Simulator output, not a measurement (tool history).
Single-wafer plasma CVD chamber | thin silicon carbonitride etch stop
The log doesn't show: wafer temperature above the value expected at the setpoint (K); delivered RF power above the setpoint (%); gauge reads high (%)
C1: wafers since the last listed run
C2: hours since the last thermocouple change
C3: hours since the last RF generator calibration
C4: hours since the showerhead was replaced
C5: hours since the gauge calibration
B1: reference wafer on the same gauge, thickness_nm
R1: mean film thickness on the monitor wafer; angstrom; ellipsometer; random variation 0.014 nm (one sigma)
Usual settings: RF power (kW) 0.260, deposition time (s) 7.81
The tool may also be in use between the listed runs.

run 1 hour=0.0 | RF_power_(kW)=0.260 deposition_time_(s)=7.44 | C1=0 C2=590.3 C3=333.9 C4=1663.9 C5=672.3 | B1=4.297 | R1=41.22
run 2 hour=60.8 | RF_power_(kW)=0.260 deposition_time_(s)=7.44 | C1=1482 C2=651.1 C3=394.7 C4=1724.7 C5=733.1 | B1=4.288 | R1=41.09
run 3 hour=211.4 | RF_power_(kW)=0.220 deposition_time_(s)=7.81 | C1=3671 C2=801.7 C3=545.3 C4=1875.3 C5=883.7 | B1=4.291 | R1=41.80
run 4 hour=257.3 | RF_power_(kW)=0.220 deposition_time_(s)=7.81 | C1=1119 C2=847.6 C3=591.2 C4=1921.2 C5=929.6 | B1=4.291 | R1=41.78
run 5 hour=319.1 | RF_power_(kW)=0.260 deposition_time_(s)=6.79 | C1=1506 C2=909.4 C3=653.0 C4=1983.0 C5=991.4 | B1=4.288 | R1=37.25
run 6 hour=377.7 | RF_power_(kW)=0.260 deposition_time_(s)=6.79 | C1=1428 C2=968.0 C3=711.6 C4=2041.6 C5=1050.0 | B1=4.290 | R1=37.34
run 7 hour=446.5 | RF_power_(kW)=0.260 deposition_time_(s)=7.81 | C1=1677 C2=1036.8 C3=780.4 C4=2110.4 C5=1118.8 | B1=4.290 | R1=43.10
-- hour=486.6 gauge calibrated
run 8 hour=510.6 | RF_power_(kW)=0.260 deposition_time_(s)=8.60 | C1=1562 C2=1100.9 C3=844.5 C4=2174.5 C5=24.0 | B1=4.293 | R1=47.08
run 9 hour=574.4 | RF_power_(kW)=0.260 deposition_time_(s)=8.82 | C1=1555 C2=1164.7 C3=908.3 C4=2238.3 C5=87.8 | B1=4.289 | R1=48.16
run 10 hour=605.5 | RF_power_(kW)=0.260 deposition_time_(s)=7.44 | C1=758 C2=1195.8 C3=939.4 C4=2269.4 C5=118.9 | B1=4.289 | R1=40.76
-- hour=658.7 showerhead replaced
run 11 hour=661.7 | RF_power_(kW)=0.220 deposition_time_(s)=6.39 | C1=1175 C2=1252.0 C3=995.6 C4=3.0 C5=175.1 | B1=4.290 | R1=34.04
run 12 hour=703.8 | RF_power_(kW)=0.260 deposition_time_(s)=7.81 | C1=1026 C2=1294.1 C3=1037.7 C4=45.1 C5=217.2 | B1=4.294 | R1=42.76
-- hour=736.7 thermocouple changed; heater temperature recalibrated
-- hour=821.1 RF generator calibrated
run 13 hour=831.6 | RF_power_(kW)=0.260 deposition_time_(s)=6.94 | C1=2725 C2=94.9 C3=10.5 C4=172.9 C5=345.0 | B1=4.293 | R1=38.55
run 14 hour=873.1 | RF_power_(kW)=0.285 deposition_time_(s)=9.24 | C1=1011 C2=136.4 C3=52.0 C4=214.4 C5=386.5 | B1=4.291 | R1=52.38
run 15 hour=944.5 | RF_power_(kW)=0.245 deposition_time_(s)=7.81 | C1=1740 C2=207.8 C3=123.4 C4=285.8 C5=457.9 | B1=4.296 | R1=42.84
run 16 hour=1002.4 | RF_power_(kW)=0.240 deposition_time_(s)=7.21 | C1=1411 C2=265.7 C3=181.3 C4=343.7 C5=515.8 | B1=4.290 | R1=39.30

The next listed run, before its measurement:
run 17 hour=1066.8 | RF_power_(kW)=0.260 deposition_time_(s)=6.42 | C1=1570 C2=330.1 C3=245.7 C4=408.1 C5=580.2 | B1=? | R1=?

Run 17 gave B1 4.287, R1 35.34 angstrom.
Without the tool's hidden state the same run would have given R1 35.49 angstrom.
